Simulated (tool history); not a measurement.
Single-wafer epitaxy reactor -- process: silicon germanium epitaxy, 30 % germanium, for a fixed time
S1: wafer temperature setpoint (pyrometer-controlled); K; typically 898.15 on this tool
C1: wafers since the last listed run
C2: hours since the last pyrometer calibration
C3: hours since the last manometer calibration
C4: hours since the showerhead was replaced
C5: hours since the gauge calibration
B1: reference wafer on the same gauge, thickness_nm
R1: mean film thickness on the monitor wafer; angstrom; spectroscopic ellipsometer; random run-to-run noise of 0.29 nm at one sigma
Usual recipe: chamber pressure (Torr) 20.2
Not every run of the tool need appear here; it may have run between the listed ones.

run 1 hour=0.0 | S1=905.15 chamber_pressure_(Torr)=20.2 | C1=0 C2=1507.2 C3=2617.8 C4=4458.6 C5=275.1 | B1=80.036 | R1=1059.61
run 2 hour=20.4 | S1=905.15 chamber_pressure_(Torr)=20.2 | C1=440 C2=1527.6 C3=2638.2 C4=4479.0 C5=295.5 | B1=79.977 | R1=1056.98
run 3 hour=42.4 | S1=905.15 chamber_pressure_(Torr)=20.2 | C1=475 C2=1549.6 C3=2660.2 C4=4501.0 C5=317.5 | B1=79.945 | R1=1061.59
-- hour=44.9 gauge calibrated
run 4 hour=58.6 | S1=902.15 chamber_pressure_(Torr)=20.2 | C1=349 C2=1565.8 C3=2676.4 C4=4517.2 C5=13.7 | B1=79.140 | R1=987.86
run 5 hour=74.1 | S1=902.15 chamber_pressure_(Torr)=20.2 | C1=334 C2=1581.3 C3=2691.9 C4=4532.7 C5=29.2 | B1=79.291 | R1=989.82
run 6 hour=108.0 | S1=889.15 chamber_pressure_(Torr)=20.2 | C1=732 C2=1615.2 C3=2725.8 C4=4566.6 C5=63.1 | B1=79.416 | R1=763.44
run 7 hour=123.0 | S1=889.15 chamber_pressure_(Torr)=20.2 | C1=323 C2=1630.2 C3=2740.8 C4=4581.6 C5=78.1 | B1=79.497 | R1=769.91
run 8 hour=148.9 | S1=898.15 chamber_pressure_(Torr)=20.2 | C1=559 C2=1656.1 C3=2766.7 C4=4607.5 C5=104.0 | B1=79.691 | R1=924.99
run 9 hour=168.2 | S1=893.15 chamber_pressure_(Torr)=20.2 | C1=416 C2=1675.4 C3=2786.0 C4=4626.8 C5=123.3 | B1=79.658 | R1=836.60
run 10 hour=190.7 | S1=893.15 chamber_pressure_(Torr)=20.2 | C1=485 C2=1697.9 C3=2808.5 C4=4649.3 C5=145.8 | B1=79.672 | R1=832.04
run 11 hour=224.0 | S1=893.15 chamber_pressure_(Torr)=20.2 | C1=719 C2=1731.2 C3=2841.8 C4=4682.6 C5=179.1 | B1=79.869 | R1=842.04
run 12 hour=249.2 | S1=887.15 chamber_pressure_(Torr)=16.2 | C1=544 C2=1756.4 C3=2867.0 C4=4707.8 C5=204.3 | B1=79.766 | R1=694.68
run 13 hour=281.5 | S1=884.15 chamber_pressure_(Torr)=24.1 | C1=697 C2=1788.7 C3=2899.3 C4=4740.1 C5=236.6 | B1=79.874 | R1=735.55
-- hour=302.4 pyrometer calibrated
run 14 hour=302.9 | S1=892.15 chamber_pressure_(Torr)=20.2 | C1=289 C2=0.5 C3=2920.7 C4=4761.5 C5=258.0 | B1=80.023 | R1=821.84
-- hour=304.9 gauge calibrated
run 15 hour=319.2 | S1=907.15 chamber_pressure_(Torr)=15.7 | C1=352 C2=16.8 C3=2937.0 C4=4777.8 C5=14.3 | B1=79.248 | R1=1007.46
-- hour=340.9 showerhead replaced
run 16 hour=347.8 | S1=907.15 chamber_pressure_(Torr)=15.7 | C1=444 C2=45.4 C3=2965.6 C4=6.9 C5=42.9 | B1=79.507 | R1=1017.00
-- hour=360.3 capacitance manometer re-zeroed and calibrated
run 17 hour=363.3 | S1=898.15 chamber_pressure_(Torr)=20.2 | C1=161 C2=60.9 C3=3.0 C4=22.4 C5=58.4 | B1=79.595 | R1=924.20
run 18 hour=391.5 | S1=889.15 chamber_pressure_(Torr)=18.9 | C1=609 C2=89.1 C3=31.2 C4=50.6 C5=86.6 | B1=79.714 | R1=756.45
run 19 hour=419.8 | S1=884.15 chamber_pressure_(Torr)=18.0 | C1=611 C2=117.4 C3=59.5 C4=78.9 C5=114.9 | B1=79.845 | R1=668.62
run 20 hour=437.2 | S1=898.15 chamber_pressure_(Torr)=20.2 | C1=375 C2=134.8 C3=76.9 C4=96.3 C5=132.3 | B1=79.785 | R1=929.63
run 21 hour=458.0 | S1=898.15 chamber_pressure_(Torr)=20.2 | C1=449 C2=155.6 C3=97.7 C4=117.1 C5=153.1 | B1=79.864 | R1=925.14
run 22 hour=489.2 | S1=886.15 chamber_pressure_(Torr)=20.2 | C1=673 C2=186.8 C3=128.9 C4=148.3 C5=184.3 | B1=79.743 | R1=724.50
run 23 hour=512.7 | S1=892.15 chamber_pressure_(Torr)=17.9 | C1=507 C2=210.3 C3=152.4 C4=171.8 C5=207.8 | B1=79.959 | R1=792.25

Predict each of these 4 candidate next runs independently; none follows another, all start after run 23:
run A hour=513.1 | S1=898.15 chamber_pressure_(Torr)=20.2 | C1=8 C2=210.7 C3=152.8 C4=172.2 C5=208.2 | B1=? | R1=?
run B hour=513.1 | S1=905.15 chamber_pressure_(Torr)=15.9 | C1=8 C2=210.7 C3=152.8 C4=172.2 C5=208.2 | B1=? | R1=?
run C hour=513.1 | S1=893.15 chamber_pressure_(Torr)=24.8 | C1=8 C2=210.7 C3=152.8 C4=172.2 C5=208.2 | B1=? | R1=?
run D hour=513.1 | S1=892.15 chamber_pressure_(Torr)=24.9 | C1=8 C2=210.7 C3=152.8 C4=172.2 C5=208.2 | B1=? | R1=?

run=A B1=80.016 R1=924.57
run=B B1=80.016 R1=985.30
run=C B1=80.016 R1=894.19
run=D B1=80.016 R1=877.68
With the hidden condition removed and each run's random variation left untouched, the same runs would have given:
run=A R1=914.80
run=B R1=974.89
run=C R1=884.74
run=D R1=868.40
